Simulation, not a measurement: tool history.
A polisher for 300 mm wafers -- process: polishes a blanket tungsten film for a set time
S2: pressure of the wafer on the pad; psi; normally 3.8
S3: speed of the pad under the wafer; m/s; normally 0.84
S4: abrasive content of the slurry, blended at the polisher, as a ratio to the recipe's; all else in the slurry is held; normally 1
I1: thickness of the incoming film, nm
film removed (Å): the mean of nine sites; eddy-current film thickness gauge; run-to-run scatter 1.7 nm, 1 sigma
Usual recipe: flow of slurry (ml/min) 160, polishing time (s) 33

Run 1, hour 0: usual settings; I1 650.3. Result: film removed (Å) 1112.
Run 2, hour 27.8: usual settings; I1 643.7. Result: film removed (Å) 1120.
Run 3, hour 67.2: usual settings; I1 637.9. Result: film removed (Å) 1146.
At hour 82.1: slurry blender recalibrated.
Run 4, hour 97.9: usual settings; I1 652. Result: film removed (Å) 1114.
Run 5, hour 153.8: usual settings; I1 636.3. Result: film removed (Å) 1110.
At hour 163: slurry nozzle cleaned.
At hour 201.3: worn pad replaced by a new one.
At hour 222.8: slurry tank refilled with fresh slurry and peroxide.
At hour 328.5: slurry blender recalibrated.
Run 6, hour 341.4: usual settings; I1 647.2. Result: film removed (Å) 1091.
Run 7, hour 394.9: usual settings; I1 638.3. Result: film removed (Å) 1076.
At hour 455.1: slurry tank refilled with fresh slurry and peroxide.
Run 8, hour 463: usual settings; I1 642.5. Result: film removed (Å) 1065.
At hour 484: worn pad replaced by a new one.
At hour 494.8: slurry nozzle cleaned.
Run 9, hour 530.7: usual settings; I1 634.5. Result: film removed (Å) 1062.
At hour 572.9: slurry blender recalibrated.
Run 10, hour 585.9: usual settings but flow of slurry (ml/min) 130, S2 3 psi; I1 652.6. Result: film removed (Å) 792.
At hour 602.8: head pressure recalibrated.
Run 11, hour 632.7: usual settings but flow of slurry (ml/min) 130, S2 3 psi; I1 641.1. Result: film removed (Å) 728.
At hour 692.4: slurry tank refilled with fresh slurry and peroxide.
Run 12, hour 692.9: usual settings but S2 2.7 psi, S3 1.12 m/s; I1 640.2. Result: film removed (Å) 910.
Run 13, hour 724.1: usual settings but flow of slurry (ml/min) 200, S3 0.96 m/s, polishing time (s) 41; I1 639. Result: film removed (Å) 1406.
At hour 760.3: worn pad replaced by a new one.
Run 14, hour 760.8: usual settings but flow of slurry (ml/min) 135, S4 1.25, polishing time (s) 23; I1 640.5. Result: film removed (Å) 675.
At hour 789.1: head pressure recalibrated, repeated, since the last time left the tool worse.
At hour 799.3: slurry nozzle cleaned.
Run 15, hour 818: usual settings but flow of slurry (ml/min) 115, S2 4.8 psi, S3 1 m/s, polishing time (s) 38; I1 652.1. Result: film removed (Å) 1894.
Run 16, hour 847: usual settings but S2 5 psi; I1 640. Result: film removed (Å) 1494.
At hour 849.9: slurry blender recalibrated.
Run 17, hour 912.6: usual settings but flow of slurry (ml/min) 125; I1 639.9. Result: film removed (Å) 1085.
At hour 919.2: slurry tank refilled with fresh slurry and peroxide.
Run 18, hour 973.4: usual settings; I1 648.5. Result: film removed (Å) 1151.
At hour 979.3: worn pad replaced by a new one.
Run 19, hour 1009.6: usual settings but S2 4.2 psi; I1 650.1. Result: film removed (Å) 1229.
At hour 1072.3: slurry blender recalibrated.
Run 20, hour 1072.8: usual settings; I1 646.4. Result: film removed (Å) 1140.
At hour 1105: slurry nozzle cleaned.
Run 21, hour 1135.2: usual settings but S2 3.3 psi, S3 0.72 m/s, polishing time (s) 28; I1 638.9. Result: film removed (Å) 703.
Run 22, hour 1177.8: usual settings but flow of slurry (ml/min) 190, polishing time (s) 27; I1 632. Result: film removed (Å) 947.
At hour 1197.6: slurry tank refilled with fresh slurry and peroxide.
At hour 1227.9: worn pad replaced by a new one.
Run 23, hour 1245.9: usual settings but S2 2.9 psi, S3 0.96 m/s, polishing time (s) 43; I1 642.8. Result: film removed (Å) 1261.

Consider 3 possible next runs. They are alternatives, not a sequence: every one starts from the tool as it was left by run 23. What does each give?
Run A, hour 1246.3: usual settings but polishing time (s) 39; I1 641.6. Result: film removed (Å) ?.
Run B, hour 1246.3: usual settings but polishing time (s) 30; I1 641.6. Result: film removed (Å) ?.
Run C, hour 1246.3: usual settings but polishing time (s) 29; I1 641.6. Result: film removed (Å) ?.

run  film removed (Å)
  A              1296
  B               997
  C               963
Stripped of hidden state, with their random variation kept, the same runs would have yielded:
run  film removed (Å)
  A              1317
  B              1013
  C               980

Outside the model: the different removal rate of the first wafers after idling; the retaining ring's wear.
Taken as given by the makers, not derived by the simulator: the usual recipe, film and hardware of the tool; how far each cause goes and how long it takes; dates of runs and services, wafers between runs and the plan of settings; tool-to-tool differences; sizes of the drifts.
